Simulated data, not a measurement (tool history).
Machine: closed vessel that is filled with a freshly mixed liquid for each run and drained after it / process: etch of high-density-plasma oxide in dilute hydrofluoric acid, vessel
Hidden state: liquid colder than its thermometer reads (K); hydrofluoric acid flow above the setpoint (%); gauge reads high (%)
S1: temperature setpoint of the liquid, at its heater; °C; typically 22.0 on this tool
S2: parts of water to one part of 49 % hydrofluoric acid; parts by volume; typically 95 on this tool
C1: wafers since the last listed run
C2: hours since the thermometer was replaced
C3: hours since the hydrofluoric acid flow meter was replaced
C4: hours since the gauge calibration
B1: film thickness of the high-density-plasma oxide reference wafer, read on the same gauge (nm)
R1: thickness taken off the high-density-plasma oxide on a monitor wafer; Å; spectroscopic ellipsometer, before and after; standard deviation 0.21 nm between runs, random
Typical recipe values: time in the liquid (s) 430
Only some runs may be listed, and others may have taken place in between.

Run 1, hour 0.0: usual settings; C1 0; C2 203.3; C3 1609.2; C4 490.4; B1 40.02. Result: R1 289.3 Å.
Run 2, hour 18.2: usual settings but S1 24.5 °C, S2 75 parts by volume; C1 1522; C2 221.5; C3 1627.4; C4 508.6; B1 39.94. Result: R1 414.1 Å.
Run 3, hour 47.8: usual settings but S1 24.5 °C, S2 75 parts by volume; C1 2475; C2 251.1; C3 1657.0; C4 538.2; B1 40.06. Result: R1 415.3 Å.
Run 4, hour 74.2: usual settings but S1 24.5 °C, S2 75 parts by volume; C1 2207; C2 277.5; C3 1683.4; C4 564.6; B1 40.04. Result: R1 415.9 Å.
Run 5, hour 95.6: usual settings; C1 1789; C2 298.9; C3 1704.8; C4 586.0; B1 40.02. Result: R1 286.1 Å.
Run 6, hour 124.8: usual settings; C1 2442; C2 328.1; C3 1734.0; C4 615.2; B1 40.00. Result: R1 287.6 Å.
Run 7, hour 138.4: usual settings; C1 1137; C2 341.7; C3 1747.6; C4 628.8; B1 39.97. Result: R1 288.2 Å.
Run 8, hour 152.2: usual settings; C1 1154; C2 355.5; C3 1761.4; C4 642.6; B1 39.95. Result: R1 288.6 Å.
At hour 223.5: gauge calibrated.
Run 9, hour 248.7: usual settings; C1 8070; C2 452.0; C3 1857.9; C4 25.2; B1 40.00. Result: R1 283.9 Å.
Run 10, hour 265.0: usual settings; C1 1363; C2 468.3; C3 1874.2; C4 41.5; B1 39.97. Result: R1 285.6 Å.
Run 11, hour 301.0: usual settings; C1 3010; C2 504.3; C3 1910.2; C4 77.5; B1 40.00. Result: R1 283.7 Å.
Run 12, hour 322.5: usual settings; C1 1798; C2 525.8; C3 1931.7; C4 99.0; B1 40.00. Result: R1 281.9 Å.
Run 13, hour 346.4: usual settings; C1 1998; C2 549.7; C3 1955.6; C4 122.9; B1 39.97. Result: R1 287.3 Å.
Run 14, hour 366.5: usual settings but S1 19.5 °C, S2 50 parts by volume, time in the liquid (s) 560; C1 1680; C2 569.8; C3 1975.7; C4 143.0; B1 40.01. Result: R1 663.2 Å.
Run 15, hour 401.3: usual settings but S2 75 parts by volume; C1 2910; C2 604.6; C3 2010.5; C4 177.8; B1 39.97. Result: R1 369.3 Å.
Run 16, hour 440.8: usual settings but S1 25.0 °C, S2 120 parts by volume, time in the liquid (s) 355; C1 3303; C2 644.1; C3 2050.0; C4 217.3; B1 40.03. Result: R1 206.4 Å.
At hour 442.8: hydrofluoric acid flow meter replaced.
Run 17, hour 457.9: usual settings but S1 19.5 °C, S2 110 parts by volume, time in the liquid (s) 615; C1 1346; C2 661.2; C3 15.1; C4 234.4; B1 40.04. Result: R1 268.3 Å.
Run 18, hour 476.3: usual settings but S1 26.5 °C, S2 125 parts by volume; C1 1538; C2 679.6; C3 33.5; C4 252.8; B1 40.00. Result: R1 216.1 Å.
At hour 501.9: thermometer replaced.
Run 19, hour 509.3: usual settings; C1 2676; C2 7.4; C3 66.5; C4 285.8; B1 39.99. Result: R1 259.6 Å.
Run 20, hour 534.3: usual settings; C1 2090; C2 32.4; C3 91.5; C4 310.8; B1 39.97. Result: R1 262.0 Å.
Run 21, hour 567.2: usual settings but S1 24.0 °C, S2 50 parts by volume, time in the liquid (s) 315; C1 2751; C2 65.3; C3 124.4; C4 343.7; B1 40.04. Result: R1 417.4 Å.
Run 22, hour 601.4: usual settings; C1 2860; C2 99.5; C3 158.6; C4 377.9; B1 39.98. Result: R1 262.7 Å.
Run 23, hour 628.5: usual settings but S2 75 parts by volume, time in the liquid (s) 305; C1 2266; C2 126.6; C3 185.7; C4 405.0; B1 39.98. Result: R1 236.3 Å.
Run 24, hour 663.3: usual settings but S1 24.0 °C, time in the liquid (s) 195; C1 2910; C2 161.4; C3 220.5; C4 439.8; B1 40.01. Result: R1 128.3 Å.
Run 25, hour 681.3: usual settings but S2 80 parts by volume, time in the liquid (s) 670; C1 1505; C2 179.4; C3 238.5; C4 457.8; B1 40.02. Result: R1 492.4 Å.
Run 26, hour 704.6: usual settings but S1 25.5 °C; C1 1948; C2 202.7; C3 261.8; C4 481.1; B1 40.00. Result: R1 291.2 Å.

Predict each of these 3 candidate next runs independently; none follows another, all start after run 26:
Run A, hour 705.4: usual settings but S1 18.5 °C; C1 66; C2 203.5; C3 262.6; C4 481.9; B1 ?. Result: R1 ?.
Run B, hour 705.4: usual settings but S1 20.5 °C, S2 65 parts by volume, time in the liquid (s) 525; C1 66; C2 203.5; C3 262.6; C4 481.9; B1 ?. Result: R1 ?.
Run C, hour 705.4: usual settings but S1 24.5 °C, S2 65 parts by volume; C1 66; C2 203.5; C3 262.6; C4 481.9; B1 ?. Result: R1 ?.

run     B1     R1
  A  40.05  223.4
  B  40.05  448.2
  C  40.05  433.4
The same runs, with their run-to-run variation unchanged, on a tool lacking any hidden condition would have given:
run     R1
  A  226.9
  B  455.5
  C  439.9
